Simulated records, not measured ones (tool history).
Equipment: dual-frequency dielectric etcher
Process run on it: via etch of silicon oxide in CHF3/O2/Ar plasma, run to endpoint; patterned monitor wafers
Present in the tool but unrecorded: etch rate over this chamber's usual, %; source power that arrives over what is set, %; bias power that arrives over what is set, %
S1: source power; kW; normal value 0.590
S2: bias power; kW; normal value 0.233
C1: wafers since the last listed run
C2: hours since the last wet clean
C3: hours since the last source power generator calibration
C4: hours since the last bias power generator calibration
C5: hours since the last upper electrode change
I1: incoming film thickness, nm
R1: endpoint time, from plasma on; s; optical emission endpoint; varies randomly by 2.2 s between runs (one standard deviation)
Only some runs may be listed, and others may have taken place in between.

run,day,S1,S2,C1,C2,C3,C4,C5,I1,R1
1,0.000,0.590,0.193,0,380.2,1050.7,3379.8,3640.9,716.9,360.2
2,0.879,0.590,0.233,112,401.3,1071.8,3400.9,3662.0,706.5,328.5
# day 2.450: wet clean of the chamber
3,2.471,0.590,0.233,75,0.5,1110.0,3439.1,3700.2,712.5,338.9
4,3.229,0.590,0.233,97,18.7,1128.2,3457.3,3718.4,709.3,335.1
5,4.942,0.590,0.233,219,59.8,1169.3,3498.4,3759.5,705.7,333.3
6,5.612,0.590,0.233,86,75.9,1185.4,3514.5,3775.6,708.2,334.2
7,7.038,0.590,0.233,182,110.1,1219.6,3548.7,3809.8,713.6,335.9
8,7.646,0.660,0.279,78,124.7,1234.2,3563.3,3824.4,702.8,296.2
9,8.254,0.590,0.233,78,139.3,1248.8,3577.9,3839.0,707.2,335.1
10,9.696,0.590,0.220,184,173.9,1283.4,3612.5,3873.6,705.6,339.7
# day 10.021: bias power generator calibrated
11,10.962,0.590,0.189,141,204.3,1313.8,22.6,3904.0,703.9,362.6
# day 13.508: upper electrode replaced
12,14.342,0.590,0.189,305,285.4,1394.9,103.7,20.0,710.5,362.8
13,15.583,0.590,0.189,159,315.2,1424.7,133.5,49.8,703.1,356.9
14,16.238,0.590,0.233,83,330.9,1440.4,149.2,65.5,709.1,327.4
15,16.762,0.720,0.196,67,343.5,1453.0,161.8,78.1,712.7,327.1
# day 17.517: source power generator calibrated
16,18.238,0.590,0.233,167,378.9,17.3,197.2,113.5,711.6,326.1
17,19.304,0.590,0.233,136,404.5,42.9,222.8,139.1,707.8,327.3
18,20.525,0.670,0.254,156,433.8,72.2,252.1,168.4,700.8,294.6
19,21.412,0.470,0.259,113,455.1,93.5,273.4,189.7,711.6,342.9
20,22.454,0.530,0.233,133,480.1,118.5,298.4,214.7,704.8,341.8
21,23.479,0.500,0.218,131,504.7,143.1,323.0,239.3,704.0,354.2
22,24.054,0.520,0.253,73,518.5,156.9,336.8,253.1,708.7,332.7
# day 25.121: wet clean of the chamber
23,25.142,0.630,0.286,11,0.5,183.0,362.9,279.2,707.0,301.9
24,25.392,0.630,0.215,32,6.5,189.0,368.9,285.2,709.9,336.0
25,26.833,0.590,0.233,184,41.1,223.6,403.5,319.8,704.7,331.2
26,28.062,0.590,0.259,157,70.6,253.1,433.0,349.3,708.5,320.0
27,29.550,0.470,0.190,190,106.3,288.8,468.7,385.0,704.5,403.3
28,30.925,0.480,0.233,176,139.3,321.8,501.7,418.0,708.2,366.4
29,31.575,0.660,0.233,83,154.9,337.4,517.3,433.6,711.0,317.3

How the hidden state differs across the entries between the runs, from the last listed run before each to the first after it:
Logged between run 2 and run 3: wet clean of the chamber (day 2.450)
  etch rate over this chamber's usual, %: 2.63 -> 0.428
  the result without the hidden state subtracted from the measured one, R1: -8.7 -> -1.5 s
Logged between run 10 and run 11: bias power generator calibrated (day 10.021)
  etch rate over this chamber's usual, %: 1.66 -> 1.88
  the result without the hidden state subtracted from the measured one, R1: -5.6 -> -6.8 s
Logged between run 11 and run 12: upper electrode replaced (day 13.508)
  etch rate over this chamber's usual, %: 1.88 -> 2.46
  the result without the hidden state subtracted from the measured one, R1: -6.8 -> -8.9 s
Logged between run 15 and run 16: source power generator calibrated (day 17.517)
  etch rate over this chamber's usual, %: 2.87 -> 3.13
  the result without the hidden state subtracted from the measured one, R1: -9.4 -> -10.2 s
Logged between run 22 and run 23: wet clean of the chamber (day 25.121)
  etch rate over this chamber's usual, %: 4.12 -> 0.442
  the result without the hidden state subtracted from the measured one, R1: -13.7 -> -1.4 s
